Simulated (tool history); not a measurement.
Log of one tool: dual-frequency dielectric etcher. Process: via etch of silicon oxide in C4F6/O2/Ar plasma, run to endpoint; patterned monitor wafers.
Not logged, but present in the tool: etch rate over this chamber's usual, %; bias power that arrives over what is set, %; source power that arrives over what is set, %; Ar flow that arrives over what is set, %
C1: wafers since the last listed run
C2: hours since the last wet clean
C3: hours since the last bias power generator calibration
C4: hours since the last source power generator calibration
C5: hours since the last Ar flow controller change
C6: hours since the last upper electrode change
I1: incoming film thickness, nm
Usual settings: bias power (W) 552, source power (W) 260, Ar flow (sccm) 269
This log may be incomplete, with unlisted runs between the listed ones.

run 1 hour=0.0 | bias_power_(W)=552 source_power_(W)=260 Ar_flow_(sccm)=269 | C1=0 C2=297.5 C3=3468.6 C4=1318.0 C5=2165.9 C6=5260.3 | I1=122.4 | endpoint_time_(s)=28.2
run 2 hour=32.7 | bias_power_(W)=552 source_power_(W)=260 Ar_flow_(sccm)=269 | C1=486 C2=330.2 C3=3501.3 C4=1350.7 C5=2198.6 C6=5293.0 | I1=121.7 | endpoint_time_(s)=28.0
-- hour=101.3 wet clean of the chamber
run 3 hour=101.8 | bias_power_(W)=627 source_power_(W)=260 Ar_flow_(sccm)=269 | C1=670 C2=0.5 C3=3570.4 C4=1419.8 C5=2267.7 C6=5362.1 | I1=121.6 | endpoint_time_(s)=27.7
run 4 hour=207.9 | bias_power_(W)=552 source_power_(W)=260 Ar_flow_(sccm)=269 | C1=1577 C2=106.6 C3=3676.5 C4=1525.9 C5=2373.8 C6=5468.2 | I1=121.4 | endpoint_time_(s)=28.7
run 5 hour=245.4 | bias_power_(W)=552 source_power_(W)=260 Ar_flow_(sccm)=269 | C1=557 C2=144.1 C3=3714.0 C4=1563.4 C5=2411.3 C6=5505.7 | I1=122.5 | endpoint_time_(s)=28.9
run 6 hour=311.7 | bias_power_(W)=552 source_power_(W)=260 Ar_flow_(sccm)=269 | C1=986 C2=210.4 C3=3780.3 C4=1629.7 C5=2477.6 C6=5572.0 | I1=121.2 | endpoint_time_(s)=28.5
run 7 hour=367.5 | bias_power_(W)=552 source_power_(W)=260 Ar_flow_(sccm)=269 | C1=829 C2=266.2 C3=3836.1 C4=1685.5 C5=2533.4 C6=5627.8 | I1=122.4 | endpoint_time_(s)=28.6
-- hour=446.4 wet clean of the chamber
run 8 hour=446.9 | bias_power_(W)=552 source_power_(W)=260 Ar_flow_(sccm)=269 | C1=823 C2=0.5 C3=3915.5 C4=1764.9 C5=2612.8 C6=5707.2 | I1=122.3 | endpoint_time_(s)=29.3
run 9 hour=503.1 | bias_power_(W)=552 source_power_(W)=260 Ar_flow_(sccm)=269 | C1=835 C2=56.7 C3=3971.7 C4=1821.1 C5=2669.0 C6=5763.4 | I1=121.2 | endpoint_time_(s)=28.7
run 10 hour=536.7 | bias_power_(W)=552 source_power_(W)=260 Ar_flow_(sccm)=311 | C1=499 C2=90.3 C3=4005.3 C4=1854.7 C5=2702.6 C6=5797.0 | I1=122.5 | endpoint_time_(s)=29.4
-- hour=606.6 upper electrode replaced
run 11 hour=607.1 | bias_power_(W)=552 source_power_(W)=260 Ar_flow_(sccm)=311 | C1=690 C2=160.7 C3=4075.7 C4=1925.1 C5=2773.0 C6=0.5 | I1=122.6 | endpoint_time_(s)=29.2
run 12 hour=635.2 | bias_power_(W)=552 source_power_(W)=260 Ar_flow_(sccm)=269 | C1=417 C2=188.8 C3=4103.8 C4=1953.2 C5=2801.1 C6=28.6 | I1=122.4 | endpoint_time_(s)=28.6
run 13 hour=677.5 | bias_power_(W)=552 source_power_(W)=260 Ar_flow_(sccm)=269 | C1=629 C2=231.1 C3=4146.1 C4=1995.5 C5=2843.4 C6=70.9 | I1=121.9 | endpoint_time_(s)=28.4
run 14 hour=741.1 | bias_power_(W)=552 source_power_(W)=260 Ar_flow_(sccm)=208 | C1=945 C2=294.7 C3=4209.7 C4=2059.1 C5=2907.0 C6=134.5 | I1=122.0 | endpoint_time_(s)=27.3
-- hour=788.6 bias power generator calibrated
-- hour=800.0 wet clean of the chamber
run 15 hour=800.5 | bias_power_(W)=552 source_power_(W)=280 Ar_flow_(sccm)=269 | C1=653 C2=0.5 C3=11.9 C4=2118.5 C5=2966.4 C6=193.9 | I1=122.1 | endpoint_time_(s)=28.6
-- hour=837.1 Ar flow controller replaced
run 16 hour=853.5 | bias_power_(W)=505 source_power_(W)=280 Ar_flow_(sccm)=269 | C1=698 C2=53.5 C3=64.9 C4=2171.5 C5=16.4 C6=246.9 | I1=121.3 | endpoint_time_(s)=29.4
-- hour=898.6 source power generator calibrated
run 17 hour=901.7 | bias_power_(W)=552 source_power_(W)=210 Ar_flow_(sccm)=269 | C1=657 C2=101.7 C3=113.1 C4=3.1 C5=64.6 C6=295.1 | I1=121.6 | endpoint_time_(s)=30.2
run 18 hour=999.6 | bias_power_(W)=475 source_power_(W)=260 Ar_flow_(sccm)=269 | C1=1455 C2=199.6 C3=211.0 C4=101.0 C5=162.5 C6=393.0 | I1=121.1 | endpoint_time_(s)=30.2
run 19 hour=1038.5 | bias_power_(W)=423 source_power_(W)=300 Ar_flow_(sccm)=290 | C1=578 C2=238.5 C3=249.9 C4=139.9 C5=201.4 C6=431.9 | I1=122.2 | endpoint_time_(s)=30.9
run 20 hour=1065.0 | bias_power_(W)=552 source_power_(W)=260 Ar_flow_(sccm)=306 | C1=394 C2=265.0 C3=276.4 C4=166.4 C5=227.9 C6=458.4 | I1=123.4 | endpoint_time_(s)=29.1
-- hour=1137.3 wet clean of the chamber
run 21 hour=1137.8 | bias_power_(W)=425 source_power_(W)=290 Ar_flow_(sccm)=203 | C1=725 C2=0.5 C3=349.2 C4=239.2 C5=300.7 C6=531.2 | I1=121.2 | endpoint_time_(s)=31.2
run 22 hour=1186.4 | bias_power_(W)=552 source_power_(W)=260 Ar_flow_(sccm)=269 | C1=722 C2=49.1 C3=397.8 C4=287.8 C5=349.3 C6=579.8 | I1=121.3 | endpoint_time_(s)=29.2
run 23 hour=1257.0 | bias_power_(W)=552 source_power_(W)=260 Ar_flow_(sccm)=269 | C1=1049 C2=119.7 C3=468.4 C4=358.4 C5=419.9 C6=650.4 | I1=120.3 | endpoint_time_(s)=28.4
run 24 hour=1302.8 | bias_power_(W)=552 source_power_(W)=260 Ar_flow_(sccm)=269 | C1=681 C2=165.5 C3=514.2 C4=404.2 C5=465.7 C6=696.2 | I1=122.3 | endpoint_time_(s)=28.6

Give the tool's hidden conditions for every run:
bias power that arrives over what is set, %: 0 across all the runs
source power that arrives over what is set, %: 0 across all the runs
Ar flow that arrives over what is set, %: 0 across all the runs
H1: etch rate over this chamber's usual, %
run=1 H1=3.68
run=2 H1=4.15
run=3 H1=-0.468
run=4 H1=1.05
run=5 H1=1.59
run=6 H1=2.54
run=7 H1=3.34
run=8 H1=-0.0257
run=9 H1=0.781
run=10 H1=1.26
run=11 H1=2.27
run=12 H1=2.68
run=13 H1=3.28
run=14 H1=4.2
run=15 H1=0.905
run=16 H1=1.67
run=17 H1=2.36
run=18 H1=3.76
run=19 H1=4.32
run=20 H1=4.7
run=21 H1=-0.214
run=22 H1=0.484
run=23 H1=1.5
run=24 H1=2.15
